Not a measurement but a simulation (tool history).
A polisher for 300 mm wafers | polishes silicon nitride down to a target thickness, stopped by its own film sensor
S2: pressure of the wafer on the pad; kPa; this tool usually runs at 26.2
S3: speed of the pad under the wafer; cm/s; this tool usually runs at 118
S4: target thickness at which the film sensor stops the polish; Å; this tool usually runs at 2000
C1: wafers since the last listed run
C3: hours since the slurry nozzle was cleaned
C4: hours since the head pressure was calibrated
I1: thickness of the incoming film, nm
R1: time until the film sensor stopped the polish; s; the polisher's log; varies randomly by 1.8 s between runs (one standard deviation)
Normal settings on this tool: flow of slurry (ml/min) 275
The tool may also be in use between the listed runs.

Run 1, hour 0: usual settings but S3 138 cm/s; C1 0; wafers polished on this pad 91; C3 412.7; C4 412.9; I1 383.7. Result: R1 97.4 s.
At hour 46.4: slurry nozzle cleaned.
Run 2, hour 64.9: usual settings but S3 138 cm/s; C1 397; wafers polished on this pad 489; C3 18.5; C4 477.8; I1 398.1. Result: R1 105.3 s.
Run 3, hour 102.9: usual settings but S3 138 cm/s; C1 236; wafers polished on this pad 726; C3 56.5; C4 515.8; I1 388.8. Result: R1 99.8 s.
Run 4, hour 142: usual settings but S2 31 kPa; C1 243; wafers polished on this pad 969; C3 95.6; C4 554.9; I1 390.5. Result: R1 92.9 s.
Run 5, hour 167.4: usual settings but S2 31 kPa; C1 158; wafers polished on this pad 1127; C3 121; C4 580.3; I1 395.7. Result: R1 93.3 s.
Run 6, hour 235.5: usual settings but S4 2500 Å; C1 423; wafers polished on this pad 1551; C3 189.1; C4 648.4; I1 387.1. Result: R1 75 s.
Run 7, hour 275: usual settings but S2 28.3 kPa, S4 1540 Å; C1 245; wafers polished on this pad 1797; C3 228.6; C4 687.9; I1 390.8. Result: R1 122.1 s.
Run 8, hour 320.1: usual settings but S2 28.3 kPa; C1 280; wafers polished on this pad 2078; C3 273.7; C4 733; I1 387. Result: R1 94.4 s.
At hour 345.6: head pressure recalibrated.
Run 9, hour 348.5: usual settings but S2 28.3 kPa; C1 164; wafers polished on this pad 2242; C3 302.1; C4 2.9; I1 384.4. Result: R1 104.6 s.
Run 10, hour 393.8: usual settings but S2 30.3 kPa, S4 1840 Å; C1 281; wafers polished on this pad 2524; C3 347.4; C4 48.2; I1 385.6. Result: R1 104 s.
Run 11, hour 427.8: usual settings but S2 30.3 kPa, S4 1840 Å; C1 211; wafers polished on this pad 2736; C3 381.4; C4 82.2; I1 391. Result: R1 107.8 s.
At hour 473.9: worn pad replaced by a new one.
Run 12, hour 499.7: usual settings but S2 30.3 kPa, S4 1840 Å; C1 422; wafers polished on this pad 160; C3 453.3; C4 154.1; I1 387.1. Result: R1 104 s.
At hour 506.3: slurry nozzle cleaned.
Run 13, hour 570.5: usual settings but S4 2400 Å; C1 434; wafers polished on this pad 595; C3 64.2; C4 224.9; I1 390.1. Result: R1 90.6 s.
Run 14, hour 648.3: usual settings but flow of slurry (ml/min) 205, S3 154 cm/s; C1 484; wafers polished on this pad 1079; C3 142; C4 302.7; I1 393.6. Result: R1 98.3 s.
Run 15, hour 704.2: usual settings but S2 17.2 kPa, S4 1610 Å; C1 347; wafers polished on this pad 1427; C3 197.9; C4 358.6; I1 388.5. Result: R1 204.1 s.
Run 16, hour 745.6: usual settings; C1 257; wafers polished on this pad 1685; C3 239.3; C4 400; I1 390.5. Result: R1 111 s.
Run 17, hour 773.2: usual settings; C1 171; wafers polished on this pad 1857; C3 266.9; C4 427.6; I1 393.4. Result: R1 112.1 s.
Run 18, hour 816.6: usual settings but S3 160 cm/s, S4 1380 Å; C1 270; wafers polished on this pad 2127; C3 310.3; C4 471; I1 384.3. Result: R1 117.5 s.
Run 19, hour 875.8: usual settings but flow of slurry (ml/min) 345, S2 33.8 kPa, S3 86 cm/s, S4 1420 Å; C1 368; wafers polished on this pad 2495; C3 369.5; C4 530.2; I1 385. Result: R1 124.2 s.
At hour 894: slurry nozzle cleaned.
Run 20, hour 945.8: usual settings but flow of slurry (ml/min) 315, S2 19.3 kPa, S3 100 cm/s, S4 2320 Å; C1 429; wafers polished on this pad 2925; C3 51.8; C4 600.2; I1 397.5. Result: R1 139.7 s.
At hour 988.5: worn pad replaced by a new one, of another model than before.
Run 21, hour 1002.2: usual settings but S4 1450 Å; C1 326; wafers polished on this pad 84; C3 108.2; C4 656.6; I1 392. Result: R1 140.4 s.
Run 22, hour 1070.2: usual settings but S3 148 cm/s; C1 423; wafers polished on this pad 508; C3 176.2; C4 724.6; I1 390.8. Result: R1 96.7 s.
At hour 1078.5: head pressure recalibrated.
Run 23, hour 1141: usual settings but S2 20.7 kPa; C1 428; wafers polished on this pad 936; C3 247; C4 62.5; I1 389.8. Result: R1 132.9 s.
Run 24, hour 1197.9: usual settings but flow of slurry (ml/min) 240, S2 29.6 kPa; C1 354; wafers polished on this pad 1290; C3 303.9; C4 119.4; I1 391.9. Result: R1 112 s.
Run 25, hour 1294.2: usual settings but flow of slurry (ml/min) 225, S4 2530 Å; C1 599; wafers polished on this pad 1890; C3 400.2; C4 215.7; I1 391.6. Result: R1 85.1 s.
Run 26, hour 1339.6: usual settings; C1 282; wafers polished on this pad 2172; C3 445.6; C4 261.1; I1 392.8. Result: R1 118 s.
Run 27, hour 1382.5: usual settings but flow of slurry (ml/min) 360, S2 31.7 kPa, S3 90 cm/s, S4 1740 Å; C1 267; wafers polished on this pad 2439; C3 488.5; C4 304; I1 388.7. Result: R1 125.4 s.
At hour 1412.5: slurry nozzle cleaned.
Run 28, hour 1415.3: usual settings; C1 197; wafers polished on this pad 2637; C3 2.8; C4 336.8; I1 393.3. Result: R1 115.6 s.
At hour 1444.1: worn pad replaced by a new one.
Run 29, hour 1444.6: usual settings but S2 31.7 kPa, S4 1360 Å; C1 157; wafers polished on this pad 3; C3 32.1; C4 366.1; I1 398.3. Result: R1 142.6 s.
Run 30, hour 1511.6: usual settings but S3 94 cm/s; C1 417; wafers polished on this pad 420; C3 99.1; C4 433.1; I1 389.8. Result: R1 128.3 s.
Run 31, hour 1543: usual settings but flow of slurry (ml/min) 345, S2 19.3 kPa, S3 132 cm/s, S4 1340 Å; C1 195; wafers polished on this pad 615; C3 130.5; C4 464.5; I1 388. Result: R1 172.3 s.
Run 32, hour 1581.2: usual settings but flow of slurry (ml/min) 315, S2 17.9 kPa, S3 140 cm/s, S4 1490 Å; C1 237; wafers polished on this pad 853; C3 168.7; C4 502.7; I1 396. Result: R1 168.7 s.
Run 33, hour 1644.2: usual settings; C1 392; wafers polished on this pad 1245; C3 231.7; C4 565.7; I1 390.5. Result: R1 111.6 s.
Run 34, hour 1695.1: usual settings but flow of slurry (ml/min) 335, S2 22.8 kPa; C1 316; wafers polished on this pad 1562; C3 282.6; C4 616.6; I1 391.4. Result: R1 121.4 s.
At hour 1749.2: head pressure recalibrated.
Run 35, hour 1757.7: usual settings but S4 1650 Å; C1 377; wafers polished on this pad 1939; C3 345.2; C4 8.5; I1 384.1. Result: R1 133.6 s.
At hour 1816: slurry nozzle cleaned.
Run 36, hour 1827.3: usual settings; C1 427; wafers polished on this pad 2367; C3 11.3; C4 78.1; I1 384.3. Result: R1 112.3 s.

Entry by entry between the runs, the difference in hidden state between the last listed run before and the first listed run after:
In the gap between runs 1 and 2: slurry nozzle cleaned (hour 46.4)
  deviation of the head's pressure from its setpoint, %: 4.41 -> 5.6
  the result without the hidden state subtracted from the measured one, R1: -4.3 -> -5.9 s
In the gap between runs 8 and 9: head pressure recalibrated (hour 345.6)
  deviation of the head's pressure from its setpoint, %: 12 -> 1.13
  the result without the hidden state subtracted from the measured one, R1: -11.3 -> -1.2 s
In the gap between runs 11 and 12: worn pad replaced by a new one (hour 473.9)
  deviation of the head's pressure from its setpoint, %: 1.27 -> 1.62
  the result without the hidden state subtracted from the measured one, R1: -1.4 -> -1.7 s
In the gap between runs 12 and 13: slurry nozzle cleaned (hour 506.3)
  deviation of the head's pressure from its setpoint, %: 1.62 -> 2.17
  the result without the hidden state subtracted from the measured one, R1: -1.7 -> -2 s
In the gap between runs 19 and 20: slurry nozzle cleaned (hour 894)
  deviation of the head's pressure from its setpoint, %: 6.93 -> 8.56
  the result without the hidden state subtracted from the measured one, R1: -8.6 -> -12 s
In the gap between runs 20 and 21: worn pad replaced by a new one, of another model than before (hour 988.5)
  deviation of the head's pressure from its setpoint, %: 8.56 -> 10
  the result without the hidden state subtracted from the measured one, R1: -12 -> -8.9 s
In the gap between runs 22 and 23: head pressure recalibrated (hour 1078.5)
  deviation of the head's pressure from its setpoint, %: 12 -> -1.94
  the result without the hidden state subtracted from the measured one, R1: -7.3 -> +1.6 s
In the gap between runs 27 and 28: slurry nozzle cleaned (hour 1412.5)
  deviation of the head's pressure from its setpoint, %: -0.12 -> 0.313
  the result without the hidden state subtracted from the measured one, R1: +0.1 -> -0.2 s
In the gap between runs 28 and 29: worn pad replaced by a new one (hour 1444.1)
  deviation of the head's pressure from its setpoint, %: 0.313 -> 0.738
  the result without the hidden state subtracted from the measured one, R1: -0.2 -> -0.7 s
In the gap between runs 34 and 35: head pressure recalibrated (hour 1749.2)
  deviation of the head's pressure from its setpoint, %: 5.81 -> -2.13
  the result without the hidden state subtracted from the measured one, R1: -4.4 -> +1.8 s
In the gap between runs 35 and 36: slurry nozzle cleaned (hour 1816)
  deviation of the head's pressure from its setpoint, %: -2.13 -> -2.01
  the result without the hidden state subtracted from the measured one, R1: +1.8 -> +1.4 s

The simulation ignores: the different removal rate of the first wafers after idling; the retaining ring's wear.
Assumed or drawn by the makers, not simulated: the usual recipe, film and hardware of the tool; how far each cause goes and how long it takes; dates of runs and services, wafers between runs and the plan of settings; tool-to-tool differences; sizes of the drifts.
